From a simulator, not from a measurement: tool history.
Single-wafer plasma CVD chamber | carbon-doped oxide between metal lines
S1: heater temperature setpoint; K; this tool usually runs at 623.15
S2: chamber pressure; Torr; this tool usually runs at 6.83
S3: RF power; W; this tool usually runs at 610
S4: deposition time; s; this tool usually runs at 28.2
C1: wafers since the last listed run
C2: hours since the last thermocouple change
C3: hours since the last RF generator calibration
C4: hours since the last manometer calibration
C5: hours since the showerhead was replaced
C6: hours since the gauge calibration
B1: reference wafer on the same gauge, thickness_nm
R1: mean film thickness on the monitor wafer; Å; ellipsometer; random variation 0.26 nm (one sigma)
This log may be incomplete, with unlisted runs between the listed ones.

Run 1, hour 0: usual settings; C1 0; C2 2565.2; C3 1884; C4 1260.6; C5 2644; C6 166.1; B1 146.945. Result: R1 1653.29 Å.
Run 2, hour 9.3: usual settings; C1 118; C2 2574.5; C3 1893.3; C4 1269.9; C5 2653.3; C6 175.4; B1 146.944. Result: R1 1650.81 Å.
Run 3, hour 25.5: usual settings; C1 207; C2 2590.7; C3 1909.5; C4 1286.1; C5 2669.5; C6 191.6; B1 147.023. Result: R1 1655.11 Å.
Run 4, hour 42.7: usual settings; C1 219; C2 2607.9; C3 1926.7; C4 1303.3; C5 2686.7; C6 208.8; B1 146.965. Result: R1 1651.71 Å.
Run 5, hour 51.4: usual settings; C1 111; C2 2616.6; C3 1935.4; C4 1312; C5 2695.4; C6 217.5; B1 147.013. Result: R1 1647.57 Å.
Run 6, hour 58.4: usual settings; C1 89; C2 2623.6; C3 1942.4; C4 1319; C5 2702.4; C6 224.5; B1 147.088. Result: R1 1653.25 Å.
Run 7, hour 69.1: usual settings; C1 136; C2 2634.3; C3 1953.1; C4 1329.7; C5 2713.1; C6 235.2; B1 146.968. Result: R1 1649.76 Å.
Run 8, hour 81.7: usual settings; C1 161; C2 2646.9; C3 1965.7; C4 1342.3; C5 2725.7; C6 247.8; B1 146.93. Result: R1 1646.75 Å.
Run 9, hour 87.9: usual settings; C1 79; C2 2653.1; C3 1971.9; C4 1348.5; C5 2731.9; C6 254; B1 146.958. Result: R1 1646.99 Å.
Run 10, hour 105.6: usual settings; C1 226; C2 2670.8; C3 1989.6; C4 1366.2; C5 2749.6; C6 271.7; B1 146.96. Result: R1 1646.2 Å.
At hour 119.5: gauge calibrated.
Run 11, hour 122: usual settings but S2 5.48 Torr, S3 540 W; C1 209; C2 2687.2; C3 2006; C4 1382.6; C5 2766; C6 2.5; B1 147.015. Result: R1 1502.31 Å.
Run 12, hour 134.1: usual settings but S1 614.15 K; C1 154; C2 2699.3; C3 2018.1; C4 1394.7; C5 2778.1; C6 14.6; B1 146.909. Result: R1 1687.92 Å.
At hour 155.9: thermocouple changed; heater temperature recalibrated.
At hour 162.3: RF generator calibrated.
At hour 170: showerhead replaced, of another model than before.
Run 13, hour 170.5: usual settings; C1 183; C2 14.6; C3 8.2; C4 1431.1; C5 0.5; C6 51; B1 146.92. Result: R1 1714.48 Å.
At hour 179.6: capacitance manometer re-zeroed and calibrated.
Run 14, hour 191.8: usual settings but S1 618.15 K, S4 32.9 s; C1 170; C2 35.9; C3 29.5; C4 12.2; C5 21.8; C6 72.3; B1 147.05. Result: R1 2026.78 Å.
Run 15, hour 198.4: usual settings; C1 84; C2 42.5; C3 36.1; C4 18.8; C5 28.4; C6 78.9; B1 146.906. Result: R1 1717.21 Å.
Run 16, hour 206.9: usual settings but S1 637.15 K, S2 7.46 Torr, S3 665 W, S4 32.9 s; C1 108; C2 51; C3 44.6; C4 27.3; C5 36.9; C6 87.4; B1 147.012. Result: R1 2052.82 Å.
Run 17, hour 218.8: usual settings but S3 700 W, S4 32.7 s; C1 152; C2 62.9; C3 56.5; C4 39.2; C5 48.8; C6 99.3; B1 146.938. Result: R1 2172 Å.
Run 18, hour 225.2: usual settings; C1 81; C2 69.3; C3 62.9; C4 45.6; C5 55.2; C6 105.7; B1 146.967. Result: R1 1717.46 Å.
Run 19, hour 241.7: usual settings but S1 636.15 K, S2 8.5 Torr, S3 515 W, S4 23.9 s; C1 210; C2 85.8; C3 79.4; C4 62.1; C5 71.7; C6 122.2; B1 146.907. Result: R1 1271.28 Å.
Run 20, hour 258.5: usual settings but S2 5.81 Torr, S3 575 W; C1 214; C2 102.6; C3 96.2; C4 78.9; C5 88.5; C6 139; B1 146.954. Result: R1 1631.81 Å.
Run 21, hour 268.2: usual settings but S4 33.2 s; C1 124; C2 112.3; C3 105.9; C4 88.6; C5 98.2; C6 148.7; B1 146.918. Result: R1 2011.94 Å.
Run 22, hour 285.1: usual settings but S3 700 W, S4 32.7 s; C1 216; C2 129.2; C3 122.8; C4 105.5; C5 115.1; C6 165.6; B1 147.056. Result: R1 2169.5 Å.

Alternative continuations, all from the tool just after run 22; predict every row:
Run A, hour 285.5: usual settings but S2 6.31 Torr; C1 5; C2 129.6; C3 123.2; C4 105.9; C5 115.5; C6 166; B1 ?. Result: R1 ?.
Run B, hour 285.5: usual settings but S2 6.3 Torr, S3 680 W; C1 5; C2 129.6; C3 123.2; C4 105.9; C5 115.5; C6 166; B1 ?. Result: R1 ?.
Run C, hour 285.5: usual settings but S1 635.15 K, S3 565 W; C1 5; C2 129.6; C3 123.2; C4 105.9; C5 115.5; C6 166; B1 ?. Result: R1 ?.
Run D, hour 285.5: usual settings but S1 613.15 K, S3 690 W; C1 5; C2 129.6; C3 123.2; C4 105.9; C5 115.5; C6 166; B1 ?. Result: R1 ?.
Run E, hour 285.5: usual settings but S1 632.15 K, S2 5.93 Torr, S4 26.6 s; C1 5; C2 129.6; C3 123.2; C4 105.9; C5 115.5; C6 166; B1 ?. Result: R1 ?.

run       B1       R1
  A  147.124  1703.03
  B  147.124  1830.69
  C  147.124  1577.24
  D  147.124  1904.43
  E  147.124  1566.99
Stripped of hidden state, with their random variation kept, the same runs would have yielded:
run       R1
  A  1709.94
  B  1837.97
  C  1583.64
  D     1912
  E  1573.35

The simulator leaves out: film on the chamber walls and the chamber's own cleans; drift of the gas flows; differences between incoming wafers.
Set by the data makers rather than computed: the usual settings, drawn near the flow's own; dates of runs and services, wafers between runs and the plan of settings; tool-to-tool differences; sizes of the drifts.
